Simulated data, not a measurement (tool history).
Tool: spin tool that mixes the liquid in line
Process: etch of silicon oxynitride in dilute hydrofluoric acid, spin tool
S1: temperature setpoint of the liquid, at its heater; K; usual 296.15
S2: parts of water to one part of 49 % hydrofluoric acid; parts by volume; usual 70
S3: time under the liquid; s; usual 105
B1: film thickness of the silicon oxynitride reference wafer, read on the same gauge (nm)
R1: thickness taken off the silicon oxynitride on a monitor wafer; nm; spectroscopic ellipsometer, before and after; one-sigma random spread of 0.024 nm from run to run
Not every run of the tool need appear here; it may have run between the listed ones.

run    hour      S1   S2   S3       B1     R1
  1       0  298.15   70  105  149.958  5.079
  2    26.8  298.15   70  105  150.048  5.084
  3    76.5  296.15   85   60  150.029   2.16
  4   141.1  296.15   85   60   149.99  2.141
  5   200.4  296.15   70  105  150.019  4.617
  6   261.6  296.15   70  105  149.978   4.61
  7   303.1  296.15   70  105   150.02  4.609
  8   369.7  296.15   70  105  150.013  4.636
      375.7  -- hydrofluoric acid flow meter replaced
  9   395.4  296.15   70  105  150.031  4.617
 10   450.1  293.65   70  105  149.999   4.11
 11   513.8  291.15  105   70  150.029  1.564
 12   570.4  296.15   70  125  149.952  5.484
 13     638  298.15   55  105   150.03  6.503
 14   668.2  296.15   70  105  150.039  4.604
 15   698.2  296.15   70  105  149.992  4.552
 16   729.8  298.15   55  155  150.005   9.61
 17   797.6  296.15   70  105  149.986  4.593
      816.6  -- gauge calibrated
 18   828.6  294.15   50  105  149.992  5.828
      876.5  -- hydrofluoric acid flow meter replaced
 19   896.8  296.15   70  105   150.02  4.571
      904.5  -- thermometer replaced
 20   928.8  293.15   45   80   149.99  4.955
 21   982.6  296.15   55   75  150.029  4.341
 22  1033.6  296.15   70  170  149.996  7.708
 23  1078.6  298.15   70  105  149.949  5.294
 24  1127.8  296.15   55  150  150.046  8.669
 25  1169.5  296.15  100  105  150.047  3.232
 26  1206.1  296.15   70  105  149.974   4.69
 27  1267.5  296.15   80  105  150.032   4.09
 28  1327.9  296.15   70  135  149.977  6.069
 29  1358.3  297.65  105  105  149.982  3.314
 30  1398.7  296.15   70  105  150.066  4.742
 31  1468.5  293.15   35  155  149.979  12.34
     1495.9  -- hydrofluoric acid flow meter replaced
 32  1538.6  296.15   70   50  150.021  2.241
 33  1606.5  292.65   85  170  150.032  5.225

Below are 4 alternative next runs, each starting from the tool's condition after run 33. Predict each:
  A  1606.9  296.15  95  105   ?   ?
  B  1606.9  292.15  40  140   ?   ?
  C  1606.9  292.65  95  130   ?   ?
  D  1606.9  294.15  95  135   ?   ?

run       B1     R1
  A  150.064  3.417
  B  150.064  9.242
  C  150.064  3.569
  D  150.064  3.989
The same runs, with their run-to-run variation unchanged, on a tool lacking any hidden condition would have given:
run     R1
  A  3.465
  B  9.379
  C   3.62
  D  4.046

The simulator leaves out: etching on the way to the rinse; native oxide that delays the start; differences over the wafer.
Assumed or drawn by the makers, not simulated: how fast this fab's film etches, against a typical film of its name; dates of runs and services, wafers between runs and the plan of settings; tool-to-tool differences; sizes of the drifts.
